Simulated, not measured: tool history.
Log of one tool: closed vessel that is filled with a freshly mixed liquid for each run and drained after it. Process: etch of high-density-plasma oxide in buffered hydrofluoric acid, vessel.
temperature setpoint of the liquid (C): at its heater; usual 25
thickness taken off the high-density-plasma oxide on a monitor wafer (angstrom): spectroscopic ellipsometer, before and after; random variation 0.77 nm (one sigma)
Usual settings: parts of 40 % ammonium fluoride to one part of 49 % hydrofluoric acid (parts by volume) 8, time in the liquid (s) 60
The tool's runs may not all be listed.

run,hour,temperature setpoint of the liquid (C),parts of 40 % ammonium fluoride to one part of 49 % hydrofluoric acid (parts by volume),time in the liquid (s),wafers since the last listed run,hours since the thermometer was replaced,hours since the hydrofluoric acid flow meter was replaced,hours since the gauge calibration,"read-back film thickness of the high-density-plasma oxide reference wafer, read on the same gauge (nm)",thickness taken off the high-density-plasma oxide on a monitor wafer (angstrom)
1,0,25,9,60,0,1462.4,1233.3,2218.5,150.02,762.7
# hour 45.6: gauge calibrated
2,48,25,6.5,60,3585,1510.4,1281.3,2.4,150,1080.6
3,87.3,25,8,60,2935,1549.7,1320.6,41.7,150.02,880.6
4,268.9,25,8,60,13565,1731.3,1502.2,223.3,149.99,874.7
5,323.1,25,8,60,4048,1785.5,1556.4,277.5,150.01,856.8
6,351.8,25,8,60,2143,1814.2,1585.1,306.2,149.99,871.2
7,411.7,21.5,6,30,4474,1874.1,1645,366.1,149.99,469.8
8,469.5,27,6.5,35,4317,1931.9,1702.8,423.9,150,695.4
9,512.4,27,9.5,60,3204,1974.8,1745.7,466.8,150.02,818.9
10,581.2,27.5,7,90,5139,2043.6,1814.5,535.6,150,1712.6
11,635.6,25,5,60,4063,2098,1868.9,590,149.98,1328.6
12,699.8,30,6.5,85,4795,2162.2,1933.1,654.2,149.99,1978.8
# hour 720.1: hydrofluoric acid flow meter replaced
# hour 739.4: thermometer replaced
13,765,28,5.5,60,4720,25.6,44.9,719.4,150.03,1450.9
14,807,25,5.5,50,3137,67.6,86.9,761.4,150,1022.2
15,837,25,8,60,2240,97.6,116.9,791.4,150,862.4
16,905.7,25,8,85,5131,166.3,185.6,860.1,149.99,1226.5
17,966,25,8,95,4504,226.6,245.9,920.4,150.01,1365
18,1034.6,25,8,70,5124,295.2,314.5,989,150,1035.5
19,1100,25,9.5,85,4885,360.6,379.9,1054.4,149.99,1034.3
20,1163.8,27,9.5,60,4765,424.4,443.7,1118.2,150.02,816.1
21,1213.8,25,8,60,3734,474.4,493.7,1168.2,150.02,869.5
22,1268.2,25,8,60,4063,528.8,548.1,1222.6,150,872.5
23,1314.6,25,8,40,3466,575.2,594.5,1269,150,583.4
24,1355.6,25,8,60,3062,616.2,635.5,1310,149.99,862.2
25,1426.5,27.5,5,60,5296,687.1,706.4,1380.9,150.01,1510.4
26,1573.9,25,11,30,11010,834.5,853.8,1528.3,149.97,325.4
27,1629.2,29,10.5,80,4130,889.8,909.1,1583.6,150.01,1125.1
28,1669.9,21.5,8,45,3040,930.5,949.8,1624.3,150,541.5
29,1715,21,9.5,30,3368,975.6,994.9,1669.4,150.01,298.2
30,1744.1,21,8,40,2173,1004.7,1024,1698.5,150,466.3
31,1795.8,25,8,60,3861,1056.4,1075.7,1750.2,150,867.4

How the hidden state differs across the entries between the runs, from the last listed run before each to the first after it:
Between runs 1 and 2: gauge calibrated (hour 45.6)
  no hidden state differs between the two runs
Between runs 12 and 13: hydrofluoric acid flow meter replaced (hour 720.1); thermometer replaced (hour 739.4)
  no hidden state differs between the two runs
